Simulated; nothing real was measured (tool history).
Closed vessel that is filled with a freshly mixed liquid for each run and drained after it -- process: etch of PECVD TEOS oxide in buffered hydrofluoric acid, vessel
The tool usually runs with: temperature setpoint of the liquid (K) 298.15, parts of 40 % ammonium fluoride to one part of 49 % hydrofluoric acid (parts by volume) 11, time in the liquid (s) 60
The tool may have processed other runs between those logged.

run    hour  temperature setpoint of the liquid (K)  parts of 40 % ammonium fluoride to one part of 49 % hydrofluoric acid (parts by volume)  time in the liquid (s)  read-back film thickness of the PECVD TEOS oxide reference wafer, read on the same gauge (nm)  thickness taken off the PECVD TEOS oxide on a monitor wafer (nm)
  1       0                                  298.15                                                                                       11                      75                                                                                          49.99                                                             98.31
  2    71.8                                  298.15                                                                                       11                      60                                                                                          50.03                                                             78.22
  3   102.5                                  298.15                                                                                       11                      60                                                                                             50                                                             77.58
  4   140.5                                  298.15                                                                                       11                      60                                                                                          49.99                                                             77.51
  5   203.3                                  298.15                                                                                       11                      60                                                                                          49.99                                                             78.06
  6   264.4                                  295.65                                                                                       11                      50                                                                                          50.01                                                             56.73
  7   322.4                                  295.65                                                                                       11                      50                                                                                          50.04                                                              56.6
  8     469                                  295.65                                                                                       11                      50                                                                                          50.01                                                             55.72
      482.2  -- hydrofluoric acid flow meter replaced
  9   497.1                                  298.15                                                                                       11                      60                                                                                          49.97                                                             80.72
 10   544.7                                  298.15                                                                                       11                      60                                                                                          50.01                                                             81.03
 11   599.6                                  298.15                                                                                       11                      60                                                                                          50.01                                                             79.47
 12     635                                  298.15                                                                                       11                      60                                                                                          50.01                                                             80.35
      657.7  -- thermometer replaced
 13   675.2                                  298.15                                                                                       11                      60                                                                                             50                                                             81.23
 14   703.2                                  298.15                                                                                       11                      60                                                                                          49.99                                                             81.13
 15   905.5                                  296.15                                                                                      7.5                      95                                                                                             50                                                            162.46
 16   935.5                                  293.15                                                                                      7.5                      80                                                                                          50.01                                                            114.92
 17   964.4                                  294.15                                                                                       14                      80                                                                                          50.04                                                             66.64
 18  1015.8                                  301.15                                                                                       14                      30                                                                                          50.03                                                             36.13
 19    1048                                  295.15                                                                                     13.5                      40                                                                                          50.01                                                             36.27
 20  1075.8                                  298.15                                                                                      9.5                      60                                                                                          49.98                                                             90.58
 21  1135.8                                  300.15                                                                                        7                      60                                                                                          50.01                                                            132.81
 22  1219.3                                  303.15                                                                                        8                      80                                                                                             50                                                            181.95
 23  1247.7                                  295.15                                                                                       11                      35                                                                                          50.01                                                             38.55
     1252.4  -- gauge calibrated
 24  1288.1                                  298.15                                                                                       11                      60                                                                                             50                                                             76.79
 25  1336.1                                  295.65                                                                                        7                      60                                                                                             50                                                            103.32
 26  1368.6                                  298.15                                                                                       11                      60                                                                                          49.99                                                             76.05
 27  1396.3                                  298.15                                                                                       11                      95                                                                                          50.04                                                            123.07
     1436.1  -- hydrofluoric acid flow meter replaced
 28  1456.7                                  299.65                                                                                        9                      80                                                                                          49.98                                                            138.41

What does the tool deliver on the next run?
 29  1492.4                                  298.15                                                                                       11                      60                                                                                              ?                                                                 ?

Logged for run 29: read-back film thickness of the PECVD TEOS oxide reference wafer, read on the same gauge (nm) 50.03, thickness taken off the PECVD TEOS oxide on a monitor wafer (nm) 80.84.
With the hidden condition absent and the run-to-run variation left alone, this run would have shown thickness taken off the PECVD TEOS oxide on a monitor wafer (nm) 81.25.
